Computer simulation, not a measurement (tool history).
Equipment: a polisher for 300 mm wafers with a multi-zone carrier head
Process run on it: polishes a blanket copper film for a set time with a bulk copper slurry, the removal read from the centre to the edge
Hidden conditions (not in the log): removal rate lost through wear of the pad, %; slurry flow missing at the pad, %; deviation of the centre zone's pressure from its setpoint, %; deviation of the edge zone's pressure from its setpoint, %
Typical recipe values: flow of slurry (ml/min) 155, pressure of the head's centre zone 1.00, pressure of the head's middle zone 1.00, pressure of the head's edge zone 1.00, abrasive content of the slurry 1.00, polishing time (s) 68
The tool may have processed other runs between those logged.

run,hour,flow of slurry (ml/min),pressure of the head's centre zone,pressure of the head's middle zone,pressure of the head's edge zone,abrasive content of the slurry,polishing time (s),wafers since the last listed run,wafers polished on this pad,hours since the slurry nozzle was cleaned,hours since the centre zone pressure was calibrated,hours since the edge zone pressure was calibrated,hours since the carrier head's membrane was replaced,"incoming thickness of the incoming film, nm",film removed at the wafer's centre (angstrom),film removed at mid-radius (angstrom),film removed at the wafer's edge (angstrom)
1,0.0,155,1.00,1.00,1.00,1.25,90,0,1870,464.6,191.0,505.2,240.2,4379.7,5521,5359,5405
2,31.6,155,1.00,1.00,1.00,1.00,68,254,2125,496.2,222.6,536.8,271.8,4410.9,3914,3735,3917
3,100.2,155,1.00,1.00,1.08,1.00,68,552,2678,564.8,291.2,605.4,340.4,4417.1,3779,3708,3956
4,133.1,155,0.88,1.00,1.08,1.00,68,265,2943,597.7,324.1,638.3,373.3,4503.7,3320,3641,3952
# hour 171.7: worn pad replaced by a new one
5,200.0,155,1.00,1.00,1.00,1.00,68,507,227,664.6,391.0,705.2,440.2,4418.5,4021,3875,4116
# hour 221.7: slurry nozzle cleaned
6,229.3,205,0.89,1.00,0.91,1.00,68,228,456,7.6,420.3,734.5,469.5,4538.2,3946,4363,4242
7,263.7,100,1.00,1.00,1.00,1.00,60,277,733,42.0,454.7,768.9,503.9,4432.9,3217,3234,3364
8,303.9,155,1.00,1.05,1.00,1.00,84,324,1057,82.2,494.9,809.1,544.1,4419.8,4969,5294,4947
# hour 406.4: carrier head's membrane replaced by a new one
# hour 443.5: edge zone pressure recalibrated
9,462.3,155,1.00,1.00,0.92,1.00,68,1220,2277,240.6,653.3,18.8,55.9,4543.8,3929,3834,3763
10,497.7,120,1.04,1.00,0.91,1.00,68,285,2563,276.0,688.7,54.2,91.3,4378.4,3783,3582,3575
11,563.5,155,1.00,1.00,0.93,1.10,68,530,3093,341.8,754.5,120.0,157.1,4462.2,3969,3857,3795
# hour 575.8: worn pad replaced by a new one
12,588.9,155,1.00,1.00,1.00,0.75,76,172,105,367.2,779.9,145.4,182.5,4451.5,4634,4503,4611
# hour 615.7: centre zone pressure recalibrated
13,618.8,175,1.00,1.00,1.00,1.00,45,224,330,397.1,3.1,175.3,212.4,4399.7,2927,2828,2866
14,674.2,155,1.00,0.96,1.00,1.10,58,446,777,452.5,58.5,230.7,267.8,4388.2,3531,3351,3571
15,706.8,155,1.00,1.00,1.00,1.00,68,262,1039,485.1,91.1,263.3,300.4,4518.6,3959,3856,3919
16,749.0,155,0.95,1.00,1.00,1.30,68,340,1379,527.3,133.3,305.5,342.6,4504.0,3934,3998,4083
17,924.0,155,1.00,1.00,1.00,1.00,81,1410,2790,702.3,308.3,480.5,517.6,4510.5,4142,4160,4344
# hour 931.5: slurry nozzle cleaned
# hour 956.8: worn pad replaced by a new one
# hour 976.2: carrier head's membrane replaced by a new one
18,992.6,155,1.00,1.00,1.00,1.00,68,472,248,61.1,376.9,549.1,16.4,4500.7,4383,4242,4298
19,1055.3,190,1.00,1.00,1.00,0.85,80,505,754,123.8,439.6,611.8,79.1,4520.3,4925,4796,4881
20,1087.4,155,1.11,0.95,1.12,1.00,68,258,1012,155.9,471.7,643.9,111.2,4396.7,4481,3836,4234
21,1148.6,200,1.05,1.00,1.00,1.00,68,493,1506,217.1,532.9,705.1,172.4,4450.7,4315,4102,4104

Consider 4 possible next runs. They are alternatives, not a sequence: every one starts from the tool as it was left by run 21. What does each give?
A,1149.0,155,1.00,1.00,1.00,1.00,53,3,1509,217.5,533.3,705.5,172.8,4495.4,?,?,?
B,1149.0,155,1.00,1.10,1.06,0.80,53,3,1509,217.5,533.3,705.5,172.8,4495.4,?,?,?
C,1149.0,155,1.10,0.94,1.12,1.00,68,3,1509,217.5,533.3,705.5,172.8,4495.4,?,?,?
D,1149.0,180,1.00,0.91,1.00,1.30,49,3,1509,217.5,533.3,705.5,172.8,4495.4,?,?,?

run,film removed at the wafer's centre (angstrom),film removed at mid-radius (angstrom),film removed at the wafer's edge (angstrom)
A,3131,3053,3095
B,3010,3180,3055
C,4420,3716,4204
D,3142,2822,3076
Without the tool's unlogged condition, the same runs would have read:
run,film removed at the wafer's centre (angstrom),film removed at mid-radius (angstrom),film removed at the wafer's edge (angstrom)
A,3572,3480,3521
B,3434,3625,3476
C,5043,4235,4783
D,3581,3213,3497
